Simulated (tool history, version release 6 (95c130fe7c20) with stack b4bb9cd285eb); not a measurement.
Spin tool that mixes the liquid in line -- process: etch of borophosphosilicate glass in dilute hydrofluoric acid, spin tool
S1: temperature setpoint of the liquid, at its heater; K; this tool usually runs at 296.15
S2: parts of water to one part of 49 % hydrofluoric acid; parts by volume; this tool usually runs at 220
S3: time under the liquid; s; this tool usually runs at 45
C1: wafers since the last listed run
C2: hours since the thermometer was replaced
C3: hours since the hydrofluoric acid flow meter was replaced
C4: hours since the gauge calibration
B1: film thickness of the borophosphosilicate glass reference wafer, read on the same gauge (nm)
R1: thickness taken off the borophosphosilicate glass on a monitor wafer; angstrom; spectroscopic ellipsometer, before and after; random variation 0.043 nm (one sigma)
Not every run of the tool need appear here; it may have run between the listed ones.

run    hour      S1   S2  S3    C1      C2      C3      C4      B1     R1
  1     0.0  296.15  220  45     0  1038.5   368.2   125.7  60.007  51.04
  2   106.7  296.15  220  45   823  1145.2   474.9   232.4  59.980  50.62
  3   152.7  296.15  220  45   354  1191.2   520.9   278.4  60.014  49.82
  4   248.0  296.15  220  45   735  1286.5   616.2   373.7  60.029  50.73
  5   297.3  296.15  220  45   380  1335.8   665.5   423.0  59.995  50.93
  6   383.4  296.15  220  45   664  1421.9   751.6   509.1  60.006  50.53
  7   441.5  296.15  220  45   448  1480.0   809.7   567.2  60.007  51.30
  8   605.7  296.15  220  45  1267  1644.2   973.9   731.4  59.978  51.00
  9   670.4  296.15  220  60   499  1708.9  1038.6   796.1  59.998  67.68
 10   756.5  296.15  220  60   664  1795.0  1124.7   882.2  59.999  67.72
      793.6  -- hydrofluoric acid flow meter replaced
 11   851.0  296.15  220  60   721  1889.5    57.4   976.7  60.003  68.01
 12   939.8  296.15  220  45   685  1978.3   146.2  1065.5  59.999  50.25
 13   988.3  296.15  220  35   374  2026.8   194.7  1114.0  59.995  40.36
 14  1074.0  296.15  220  35   661  2112.5   280.4  1199.7  60.000  39.25
 15  1171.5  296.15  325  45   752  2210.0   377.9  1297.2  59.995  31.55
 16  1213.6  293.65  220  45   324  2252.1   420.0  1339.3  60.000  46.68
 17  1265.2  292.15  220  65   398  2303.7   471.6  1390.9  60.003  64.22
 18  1365.7  297.65  325  55   775  2404.2   572.1  1491.4  60.009  40.81
 19  1444.7  296.15  220  45   609  2483.2   651.1  1570.4  59.986  51.62
 20  1484.9  296.15  280  35   310  2523.4   691.3  1610.6  60.002  29.48
     1494.5  -- thermometer replaced
     1548.3  -- gauge calibrated
 21  1571.4  301.15  265  30   659    76.9   777.8    23.1  60.017  30.99
 22  1636.1  296.15  220  45   499   141.6   842.5    87.8  60.009  49.10
 23  1702.8  292.65  140  45   514   208.3   909.2   154.5  59.997  74.09
 24  1786.1  296.15  255  45   642   291.6   992.5   237.8  60.005  41.05
 25  1875.4  296.15  275  45   689   380.9  1081.8   327.1  60.024  37.80
     1934.0  -- hydrofluoric acid flow meter replaced
 26  1953.4  296.15  220  45   594   458.9    19.4   405.1  60.003  50.06
 27  2054.1  296.15  220  45   777   559.6   120.1   505.8  59.995  50.10
 28  2112.1  296.15  310  55   447   617.6   178.1   563.8  60.005  40.02
 29  2198.6  293.15  160  45   667   704.1   264.6   650.3  60.002  66.00
 30  2245.8  293.65  270  55   364   751.3   311.8   697.5  60.015  43.24
 31  2302.7  299.65  220  55   439   808.2   368.7   754.4  59.999  69.47

What if the next run were any one of these 5? Each begins from the tool's condition after run 31:
  A  2303.1  296.15  220  45   3  808.6  369.1  754.8   ?   ?
  B  2303.1  299.65  170  45   3  808.6  369.1  754.8   ?   ?
  C  2303.1  293.65  295  65   3  808.6  369.1  754.8   ?   ?
  D  2303.1  299.15  220  45   3  808.6  369.1  754.8   ?   ?
  E  2303.1  294.15  120  25   3  808.6  369.1  754.8   ?   ?

run      B1     R1
  A  59.978  50.17
  B  59.978  78.03
  C  59.978  45.86
  D  59.978  55.92
  E  59.978  52.69
With the hidden condition removed and each run's random variation left untouched, the same runs would have given:
run     R1
  A  49.53
  B  77.03
  C  45.29
  D  55.22
  E  51.96
